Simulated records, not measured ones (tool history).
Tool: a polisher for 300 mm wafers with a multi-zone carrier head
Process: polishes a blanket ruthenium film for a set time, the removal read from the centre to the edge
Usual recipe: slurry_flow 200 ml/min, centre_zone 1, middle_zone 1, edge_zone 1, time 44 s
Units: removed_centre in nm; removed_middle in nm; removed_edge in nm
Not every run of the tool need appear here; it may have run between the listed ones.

run   hour  slurry_flow  centre_zone  middle_zone  edge_zone  time  incoming thickness of the incoming film, nm  removed_centre  removed_middle  removed_edge
  1      0          200            1            1          1    44                                        419.9            37.5            37.3          38.4
       2.6  -- worn pad replaced by a new one
  2   17.8          200            1            1          1    44                                        424.1            41.2            41.7          42.1
  3     35          200            1            1          1    44                                        420.6              41            40.3          41.5
  4   45.4          200            1            1          1    44                                        419.8            39.6            40.3          40.8
        86  -- edge zone pressure recalibrated
  5   95.4          200            1            1          1    44                                        426.2            38.3            38.2            39
     102.4  -- worn pad replaced by a new one
  6  102.9          200            1            1          1    44                                        422.4            42.5              42          44.2
     105.9  -- slurry nozzle cleaned
  7  111.4          200            1            1          1    44                                        415.6            41.9              42          42.3
  8  126.6          200            1         0.93          1    44                                        413.4            41.5            39.5          41.5
     146.1  -- carrier head's membrane replaced by a new one
  9  146.6          200            1         1.06          1    44                                        422.9            40.2            42.8          41.5
 10  151.5          200            1            1          1    44                                        422.9            40.1            39.8          40.7
     155.8  -- centre zone pressure recalibrated
 11  163.6          200            1            1          1    55                                        417.7            49.8            50.2          50.5
 12  178.7          200            1            1          1    44                                        414.8            38.9            38.6          39.5
 13  184.7          200            1            1          1    44                                        418.6            38.6            39.2          39.1
     213.4  -- worn pad replaced by a new one
 14  217.8          145         1.09            1          1    44                                        415.8            42.4            39.6          40.5
 15  229.2          135         0.89            1          1    44                                        423.9            33.3            38.7          39.6

Expected results for the next run?
 16  239.6          240         0.92            1       0.97    44                                        421.9               ?               ?             ?

removed_centre: 38.5 nm
removed_middle: 42.1 nm
removed_edge: 41 nm
On a tool with no hidden condition, and with the same random variation, this run would have come out at removed_centre 40.2 nm, removed_middle 44 nm, removed_edge 42.8 nm.

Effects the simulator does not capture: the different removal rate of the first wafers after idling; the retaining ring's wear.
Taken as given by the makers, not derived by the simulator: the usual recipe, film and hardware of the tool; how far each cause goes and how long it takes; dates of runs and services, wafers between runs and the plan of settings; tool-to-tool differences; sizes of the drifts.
